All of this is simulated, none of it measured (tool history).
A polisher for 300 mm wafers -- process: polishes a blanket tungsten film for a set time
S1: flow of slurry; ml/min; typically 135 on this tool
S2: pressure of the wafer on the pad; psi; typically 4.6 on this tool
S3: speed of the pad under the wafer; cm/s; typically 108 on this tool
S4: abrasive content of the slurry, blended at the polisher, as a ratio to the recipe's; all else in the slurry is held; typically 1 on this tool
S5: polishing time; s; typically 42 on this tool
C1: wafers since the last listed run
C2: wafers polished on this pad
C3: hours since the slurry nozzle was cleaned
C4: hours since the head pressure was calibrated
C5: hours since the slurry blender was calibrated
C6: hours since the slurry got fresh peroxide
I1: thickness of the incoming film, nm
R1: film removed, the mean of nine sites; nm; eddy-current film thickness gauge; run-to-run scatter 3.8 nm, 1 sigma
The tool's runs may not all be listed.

run	hour	S1	S2	S3	S4	S5	C1	C2	C3	C4	C5	C6	I1	R1
1	0	135	4.1	108	1	42	0	855	166.2	736.8	251.3	308.9	751.1	239.6
# hour 11.7: slurry tank refilled with fresh slurry and peroxide
# hour 56.8: slurry blender recalibrated
2	92.3	135	4.1	108	1	42	1051	1907	258.5	829.1	35.5	80.6	760	231.6
3	177.5	160	4.6	108	1	42	1003	2911	343.7	914.3	120.7	165.8	752.9	262.7
# hour 191.7: head pressure recalibrated
# hour 250.9: slurry nozzle cleaned
4	252.8	160	4.6	108	1	42	851	3762	1.9	61.1	196	241.1	758.5	266.8
# hour 268: worn pad replaced by a new one
5	302.5	135	4.6	96	1	53	538	406	51.6	110.8	245.7	290.8	747.8	304.5
# hour 328.9: slurry tank refilled with fresh slurry and peroxide
# hour 370.2: slurry blender recalibrated
6	385.6	135	4.6	108	1.2	42	943	1350	134.7	193.9	15.4	56.7	745.5	266.5
7	451.8	135	4.6	108	1.2	42	779	2130	200.9	260.1	81.6	122.9	739	262.1
8	528.8	135	4.6	108	1.1	42	906	3037	277.9	337.1	158.6	199.9	748	253.7
9	565.4	135	4.6	108	1.1	42	431	3468	314.5	373.7	195.2	236.5	751.6	253
# hour 583.4: worn pad replaced by a new one
10	613.2	135	4.6	108	1.1	42	515	351	362.3	421.5	243	284.3	754.5	281.1
# hour 619.6: slurry nozzle cleaned
# hour 645.6: slurry tank refilled with fresh slurry and peroxide
11	670.7	135	4.6	84	1	42	653	1005	51.1	479	300.5	25.1	749.3	207.2
# hour 700.4: slurry blender recalibrated
12	773.9	135	4.6	84	1	42	1192	2197	154.3	582.2	73.5	128.3	746	204.5
13	840.2	135	4.6	108	1	47	780	2978	220.6	648.5	139.8	194.6	761.1	283.9
14	910.4	135	6.1	108	1.15	36	826	3805	290.8	718.7	210	264.8	754.9	298
# hour 931.2: slurry nozzle cleaned
# hour 932.1: worn pad replaced by a new one
# hour 977.8: slurry blender recalibrated
# hour 982.5: head pressure recalibrated
# hour 1007.3: slurry tank refilled with fresh slurry and peroxide
15	1007.8	165	4.6	108	1	42	1066	832	76.6	25.3	30	0.5	751.5	278.1
16	1047.1	150	6.1	72	1	30	462	1295	115.9	64.6	69.3	39.8	756.8	170.8
17	1107	135	4.6	108	1	42	705	2001	175.8	124.5	129.2	99.7	737.3	256.7
18	1172.2	135	3.6	108	1	42	767	2769	241	189.7	194.4	164.9	739.8	199.5
# hour 1232.7: worn pad replaced by a new one
19	1263.8	135	4.2	108	1	36	1031	365	332.6	281.3	286	256.5	758.5	219.4
# hour 1278.7: slurry blender recalibrated
# hour 1283: slurry nozzle cleaned
20	1325.5	135	4.6	108	1.2	42	691	1057	42.5	343	46.8	318.2	750.3	279.1
# hour 1362.7: slurry tank refilled with fresh slurry and peroxide
21	1387.6	110	4.6	108	0.85	53	719	1776	104.6	405.1	108.9	24.9	749.1	305.7
22	1438.5	135	4.6	108	1	42	599	2376	155.5	456	159.8	75.8	734.1	260.6
23	1495.7	135	4.6	108	1	42	673	3050	212.7	513.2	217	133	753.9	259.9
24	1558.2	135	4.6	144	1	42	736	3786	275.2	575.7	279.5	195.5	749.4	337.4
# hour 1573.3: worn pad replaced by a new one
25	1606.1	180	4.6	108	1.25	42	517	386	323.1	623.6	327.4	243.4	753.1	307.3

For each run, the measured value with the value that run would have given without the tool's hidden condition subtracted. The run-to-run variation is shared by both, the gauge scatter possibly not:
Hidden state at play: removal rate lost through wear of the pad, %; slurry flow missing at the pad, %; deviation of the head's pressure from its setpoint, %; abrasive missing from the slurry, %; peroxide lost from the slurry, %.
run	R1
1	-19.6
2	-29.4
3	-38.4
4	-41.1
5	-21.7
6	-35
7	-41.1
8	-43.8
9	-44.8
10	-9.2
11	-15.9
12	-24.2
13	-37.2
14	-41.1
15	-22.2
16	-17.5
17	-32.3
18	-28
19	-7.7
20	-22.7
21	-33.4
22	-32.2
23	-34.7
24	-47.1
25	-17.5
